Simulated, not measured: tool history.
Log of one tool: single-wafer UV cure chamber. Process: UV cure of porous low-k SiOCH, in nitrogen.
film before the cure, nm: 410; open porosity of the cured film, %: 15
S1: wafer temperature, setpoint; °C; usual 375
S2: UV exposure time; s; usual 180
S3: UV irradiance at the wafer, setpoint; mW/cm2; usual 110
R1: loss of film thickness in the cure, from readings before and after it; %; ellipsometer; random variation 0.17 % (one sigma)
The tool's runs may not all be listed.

run 1 hour=0 | S1=375 S2=95 S3=100 | R1=5.146
run 2 hour=34 | S1=375 S2=240 S3=141 | R1=9.714
run 3 hour=66.9 | S1=375 S2=240 S3=141 | R1=9.725
-- hour=118.4 quartz window cleaned
run 4 hour=137.6 | S1=381 S2=180 S3=110 | R1=8.649
run 5 hour=171.7 | S1=375 S2=180 S3=82 | R1=7.22
run 6 hour=228.7 | S1=375 S2=115 S3=110 | R1=6.562
run 7 hour=370.3 | S1=375 S2=115 S3=110 | R1=6.201
run 8 hour=420.6 | S1=375 S2=115 S3=110 | R1=6.082
run 9 hour=459.1 | S1=390 S2=180 S3=110 | R1=7.85
run 10 hour=489.4 | S1=390 S2=180 S3=110 | R1=7.669
run 11 hour=525.4 | S1=375 S2=210 S3=134 | R1=8.932
run 12 hour=582.8 | S1=375 S2=180 S3=110 | R1=7.341
run 13 hour=651.6 | S1=384 S2=255 S3=110 | R1=8.852
run 14 hour=677.7 | S1=375 S2=180 S3=110 | R1=6.877
run 15 hour=734.3 | S1=375 S2=180 S3=110 | R1=7.065
run 16 hour=801.1 | S1=375 S2=180 S3=110 | R1=6.619
-- hour=831.9 quartz window cleaned
-- hour=851.5 UV bulbs replaced
run 17 hour=854.2 | S1=375 S2=180 S3=110 | R1=9.128
run 18 hour=881 | S1=375 S2=180 S3=110 | R1=8.857
run 19 hour=940.8 | S1=375 S2=180 S3=110 | R1=9.077
run 20 hour=987.4 | S1=375 S2=180 S3=110 | R1=8.992
run 21 hour=1053.4 | S1=375 S2=180 S3=110 | R1=8.646
run 22 hour=1101.8 | S1=375 S2=180 S3=110 | R1=8.923
run 23 hour=1126 | S1=375 S2=180 S3=110 | R1=8.417
run 24 hour=1197.8 | S1=375 S2=180 S3=110 | R1=8.489
run 25 hour=1253.9 | S1=380 S2=145 S3=110 | R1=7.669
run 26 hour=1390.7 | S1=375 S2=180 S3=110 | R1=8.312
run 27 hour=1442.1 | S1=392 S2=180 S3=79 | R1=7.256
-- hour=1455.8 quartz window cleaned
run 28 hour=1499 | S1=375 S2=180 S3=110 | R1=9.15
run 29 hour=1557 | S1=375 S2=115 S3=110 | R1=7.509
run 30 hour=1601.7 | S1=375 S2=220 S3=110 | R1=9.597
run 31 hour=1645.5 | S1=375 S2=180 S3=110 | R1=8.67

Run 32 comes next. What will it give?
run 32 hour=1670.2 | S1=390 S2=180 S3=110 | R1=?

{"run 32": {"R1": 8.856}}
Without the tool's hidden state the same run would have given R1 9.29 %.

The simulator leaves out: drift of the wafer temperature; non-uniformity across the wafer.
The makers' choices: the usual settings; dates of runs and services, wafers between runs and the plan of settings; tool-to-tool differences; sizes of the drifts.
